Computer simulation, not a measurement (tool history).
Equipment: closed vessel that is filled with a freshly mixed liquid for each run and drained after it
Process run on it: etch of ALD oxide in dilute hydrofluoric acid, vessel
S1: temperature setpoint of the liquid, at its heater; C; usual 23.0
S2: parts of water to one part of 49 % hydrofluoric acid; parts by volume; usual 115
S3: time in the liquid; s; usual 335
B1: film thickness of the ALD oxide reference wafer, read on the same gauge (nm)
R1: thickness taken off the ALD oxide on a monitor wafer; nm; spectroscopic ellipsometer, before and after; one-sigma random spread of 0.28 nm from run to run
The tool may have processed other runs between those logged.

run	day	S1	S2	S3	B1	R1
1	0.000	23.0	115	335	30.00	59.40
2	6.546	23.0	115	255	30.02	45.40
3	10.958	23.0	115	255	30.01	45.58
# day 17.542: gauge calibrated
4	21.254	25.5	115	335	30.02	66.98
# day 22.092: hydrofluoric acid flow meter replaced
5	24.475	25.5	115	335	29.98	65.04
6	26.638	25.5	115	335	30.01	64.93
7	30.938	23.0	115	335	29.99	58.95
# day 32.208: thermometer replaced
8	34.088	23.0	115	525	29.99	93.12
9	36.129	23.0	100	445	30.01	92.54
10	38.275	18.5	115	335	30.01	49.65
# day 43.667: hydrofluoric acid flow meter replaced
11	46.975	24.5	70	190	30.00	61.70
12	50.304	21.0	165	390	30.00	42.05
13	53.142	25.0	65	235	30.00	85.18
14	55.904	23.0	115	335	30.03	59.59

What if the next run were any one of these 3? Each begins from the tool's condition after run 14:
A	55.933	23.0	115	335	?	?
B	55.933	26.0	165	335	?	?
C	55.933	27.5	165	245	?	?

run	B1	R1
A	29.98	59.92
B	29.98	44.23
C	29.98	34.18
Without the tool's unlogged condition, the same runs would have read:
run	R1
A	58.80
B	43.36
C	33.51
